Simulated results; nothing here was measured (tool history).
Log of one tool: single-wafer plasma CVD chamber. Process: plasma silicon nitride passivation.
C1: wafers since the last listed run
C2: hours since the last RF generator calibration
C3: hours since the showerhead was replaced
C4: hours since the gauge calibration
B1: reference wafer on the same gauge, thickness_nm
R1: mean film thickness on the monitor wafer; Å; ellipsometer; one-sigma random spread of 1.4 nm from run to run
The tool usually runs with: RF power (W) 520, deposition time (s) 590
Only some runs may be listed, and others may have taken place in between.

Run 1, hour 0: usual settings; C1 0; C2 1915.2; C3 3176.3; C4 98.2; B1 759.066. Result: R1 9374.67 Å.
Run 2, hour 12.8: usual settings; C1 30; C2 1928; C3 3189.1; C4 111; B1 759.303. Result: R1 9382.04 Å.
Run 3, hour 23.4: usual settings; C1 25; C2 1938.6; C3 3199.7; C4 121.6; B1 759.489. Result: R1 9356.92 Å.
Run 4, hour 31: usual settings; C1 18; C2 1946.2; C3 3207.3; C4 129.2; B1 758.992. Result: R1 9382.43 Å.
Run 5, hour 40: usual settings; C1 21; C2 1955.2; C3 3216.3; C4 138.2; B1 759.43. Result: R1 9397.87 Å.
Run 6, hour 46.5: usual settings; C1 15; C2 1961.7; C3 3222.8; C4 144.7; B1 758.909. Result: R1 9378.72 Å.
Run 7, hour 62.5: usual settings; C1 38; C2 1977.7; C3 3238.8; C4 160.7; B1 759.27. Result: R1 9364.26 Å.
At hour 78.8: gauge calibrated.
Run 8, hour 79: usual settings; C1 39; C2 1994.2; C3 3255.3; C4 0.2; B1 759.117. Result: R1 9384.17 Å.
At hour 98.9: RF generator calibrated.
Run 9, hour 99.4: usual settings; C1 29; C2 0.5; C3 3275.7; C4 20.6; B1 758.877. Result: R1 9360.31 Å.
Run 10, hour 105: usual settings; C1 13; C2 6.1; C3 3281.3; C4 26.2; B1 759.032. Result: R1 9380.34 Å.
Run 11, hour 118: usual settings; C1 31; C2 19.1; C3 3294.3; C4 39.2; B1 758.808. Result: R1 9376.18 Å.
Run 12, hour 128.5: usual settings; C1 25; C2 29.6; C3 3304.8; C4 49.7; B1 758.461. Result: R1 9394.11 Å.
At hour 138.1: showerhead replaced.
Run 13, hour 138.6: usual settings but RF power (W) 570, deposition time (s) 655; C1 5; C2 39.7; C3 0.5; C4 59.8; B1 758.901. Result: R1 10574.18 Å.
Run 14, hour 153.7: usual settings but deposition time (s) 476; C1 36; C2 54.8; C3 15.6; C4 74.9; B1 758.99. Result: R1 7577.33 Å.
Run 15, hour 165.8: usual settings but RF power (W) 465; C1 29; C2 66.9; C3 27.7; C4 87; B1 758.662. Result: R1 9222.17 Å.
Run 16, hour 182.5: usual settings but RF power (W) 445, deposition time (s) 672; C1 40; C2 83.6; C3 44.4; C4 103.7; B1 758.789. Result: R1 10432.63 Å.
Run 17, hour 198.1: usual settings; C1 37; C2 99.2; C3 60; C4 119.3; B1 758.808. Result: R1 9359.76 Å.
Run 18, hour 212.7: usual settings but deposition time (s) 473; C1 35; C2 113.8; C3 74.6; C4 133.9; B1 759.349. Result: R1 7533.38 Å.

Here are 5 independent what-if runs from the current tool condition. What would each one return?
Run A, hour 213.3: usual settings; C1 1; C2 114.4; C3 75.2; C4 134.5; B1 ?. Result: R1 ?.
Run B, hour 213.3: usual settings but RF power (W) 590, deposition time (s) 624; C1 1; C2 114.4; C3 75.2; C4 134.5; B1 ?. Result: R1 ?.
Run C, hour 213.3: usual settings but RF power (W) 605; C1 1; C2 114.4; C3 75.2; C4 134.5; B1 ?. Result: R1 ?.
Run D, hour 213.3: usual settings but RF power (W) 470; C1 1; C2 114.4; C3 75.2; C4 134.5; B1 ?. Result: R1 ?.
Run E, hour 213.3: usual settings but RF power (W) 475, deposition time (s) 705; C1 1; C2 114.4; C3 75.2; C4 134.5; B1 ?. Result: R1 ?.

run       B1        R1
  A  758.895   9388.17
  B  758.895  10125.13
  C  758.895   9612.07
  D  758.895   9250.42
  E  758.895  11070.19
With no hidden state in the tool, these same runs would have given:
run        R1
  A   9388.17
  B  10125.13
  C   9612.07
  D   9250.42
  E  11070.19

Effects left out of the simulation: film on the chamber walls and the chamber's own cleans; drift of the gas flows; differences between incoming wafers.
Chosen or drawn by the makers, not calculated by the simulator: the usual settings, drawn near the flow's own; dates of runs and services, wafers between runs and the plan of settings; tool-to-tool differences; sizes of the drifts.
